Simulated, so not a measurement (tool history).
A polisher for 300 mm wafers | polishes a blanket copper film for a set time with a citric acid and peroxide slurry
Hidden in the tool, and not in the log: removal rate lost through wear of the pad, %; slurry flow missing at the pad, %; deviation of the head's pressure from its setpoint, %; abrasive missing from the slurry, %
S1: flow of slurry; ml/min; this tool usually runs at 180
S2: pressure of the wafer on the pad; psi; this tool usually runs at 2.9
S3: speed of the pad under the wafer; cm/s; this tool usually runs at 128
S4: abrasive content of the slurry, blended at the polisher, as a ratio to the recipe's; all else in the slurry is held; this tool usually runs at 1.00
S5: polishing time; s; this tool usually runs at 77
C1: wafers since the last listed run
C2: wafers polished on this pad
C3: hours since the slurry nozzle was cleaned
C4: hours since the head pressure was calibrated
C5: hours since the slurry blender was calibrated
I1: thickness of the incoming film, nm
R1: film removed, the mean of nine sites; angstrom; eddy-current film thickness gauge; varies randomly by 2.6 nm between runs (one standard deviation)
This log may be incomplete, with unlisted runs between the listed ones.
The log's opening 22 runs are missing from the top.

run    hour   S1   S2   S3    S4  S5    C1    C2     C3     C4     C5     I1    R1
 23  1758.1  180  2.9  112  1.10  68   344  1106  416.1  760.7  390.2  905.0  1237
 24  1831.3  180  2.9  128  1.00  77   665  1772  489.3  833.9  463.4  898.5  1471
 25  1916.4  180  2.9   86  1.20  77   773  2545  574.4  919.0  548.5  898.6  1014
     1926.3  -- head pressure recalibrated
     1968.0  -- slurry nozzle cleaned
 26  1981.3  235  3.5  100  1.00  77   562  3107   13.3   55.0  613.4  904.4  1438
 27  2018.9  180  2.3   94  1.10  77   341  3449   50.9   92.6  651.0  907.3   900
     2073.6  -- slurry blender recalibrated
 28  2317.5  225  2.9  128  1.00  77  2695  6144  349.5  391.2  243.9  905.4  1624
 29  2359.7  180  2.9  106  1.25  66   383  6528  391.7  433.4  286.1  901.2  1204
     2378.2  -- worn pad replaced by a new one
 30  2434.6  180  2.5  128  1.00  77   644   512  466.6  508.3  361.0  901.6  1315
 31  2540.8  180  2.3  152  1.00  77   965  1477  572.8  614.5  467.2  914.6  1373

3 options for the next run, each taken on its own from the tool as it stands now. Forecast them:
  A  2541.2  180  2.2  128  1.00  77   3  1481  573.2  614.9  467.6  894.0   ?
  B  2541.2  180  2.9  116  0.85  52   3  1481  573.2  614.9  467.6  894.0   ?
  C  2541.2  180  2.9  156  1.25  77   3  1481  573.2  614.9  467.6  894.0   ?

run    R1
  A  1118
  B   834
  C  1878
Had the tool no hidden state, the same runs would have come out as:
run    R1
  A  1355
  B  1005
  C  2289
